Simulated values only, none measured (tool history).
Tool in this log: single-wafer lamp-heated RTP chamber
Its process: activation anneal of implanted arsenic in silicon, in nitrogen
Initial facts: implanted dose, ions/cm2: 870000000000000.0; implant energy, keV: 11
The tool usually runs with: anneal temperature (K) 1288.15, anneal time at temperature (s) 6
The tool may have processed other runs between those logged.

run   hour  anneal temperature (K)  anneal time at temperature (s)  read-back reference wafer on the same gauge, sheet resistance  sheet resistance of the implanted and annealed layer (ohm/square)
  1      0                 1288.15                               6                                                         176.83                                                             178.41
  2   19.8                 1288.15                               6                                                         177.06                                                             177.46
  3   34.4                 1288.15                               6                                                         177.06                                                             177.72
  4   48.3                 1288.15                               6                                                         177.06                                                             178.89
      73.8  -- pyrometer window cleaned and pyrometer calibrated
  5   74.3                 1288.15                               6                                                         177.31                                                             181.21
  6  103.4                 1280.15                               6                                                         176.95                                                             184.52
  7  163.8                 1280.15                               6                                                         177.03                                                             183.72
  8  191.9                 1288.15                               6                                                         176.98                                                             179.76
  9  206.4                 1288.15                               6                                                         176.83                                                             179.28
 10  218.4                 1288.15                               6                                                         176.69                                                             179.58
 11  236.2                 1288.15                               6                                                         177.23                                                             179.71
 12  253.5                 1288.15                               6                                                         176.96                                                             178.76
 13  275.3                 1288.15                               6                                                         176.98                                                             178.27
 14    297                 1288.15                               6                                                         176.95                                                             179.56
 15  341.1                 1288.15                               8                                                         177.22                                                             173.57
     373.1  -- reflector plate cleaned
 16  373.6                 1288.15                               6                                                         176.97                                                             178.29
     380.8  -- gauge calibrated
 17  396.4                 1288.15                               6                                                         176.88                                                             177.82
 18  414.5                 1288.15                               6                                                         177.01                                                             178.92
 19  433.4                 1288.15                               5                                                         176.94                                                              182.6
 20  466.6                 1288.15                               6                                                            177                                                             178.24
 21  494.3                 1270.15                               7                                                         176.78                                                             183.78
     504.8  -- pyrometer window cleaned and pyrometer calibrated
 22  521.8                 1262.15                               8                                                         177.17                                                             183.75
 23  550.2                 1271.15                               3                                                         177.09                                                             193.54
 24  563.7                 1297.15                              10                                                         176.93                                                             160.86
 25  597.7                 1288.15                               6                                                         176.97                                                             173.58
 26  630.8                 1276.15                               7                                                         176.82                                                             176.61
 27  650.5                 1259.15                               5                                                         176.99                                                             190.79
 28  672.2                 1261.15                               3                                                         177.21                                                             195.41
     698.7  -- pyrometer window cleaned and pyrometer calibrated, repeated, since the last time left the tool worse
 29  752.6                 1288.15                               4                                                         177.18                                                             187.15
 30  782.4                 1271.15                               4                                                         177.17                                                             193.42
 31  801.5                 1307.15                               5                                                         176.85                                                             173.38
 32  836.8                 1288.15                               6                                                         177.05                                                             177.66
 33  867.3                 1288.15                               3                                                         176.99                                                              190.1
 34  887.2                 1306.15                               9                                                         176.92                                                             161.95
 35  905.4                 1288.15                              10                                                         177.08                                                             169.58

Alternative continuations, all from the tool just after run 35; predict every row:
  A  905.8                 1288.15                               6                                                              ?                                                                  ?
  B  905.8                 1264.15                               3                                                              ?                                                                  ?
  C  905.8                 1270.15                               5                                                              ?                                                                  ?
  D  905.8                 1269.15                               8                                                              ?                                                                  ?
  E  905.8                 1303.15                              10                                                              ?                                                                  ?

run  read-back reference wafer on the same gauge, sheet resistance  sheet resistance of the implanted and annealed layer (ohm/square)
  A                                                         177.02                                                              178.2
  B                                                         177.02                                                             199.23
  C                                                         177.02                                                             189.45
  D                                                         177.02                                                             182.69
  E                                                         177.02                                                             160.89
Without the tool's unlogged condition, the same runs would have read:
run  sheet resistance of the implanted and annealed layer (ohm/square)
  A                                                             180.71
  B                                                              201.5
  C                                                             191.78
  D                                                             185.26
  E                                                              163.6
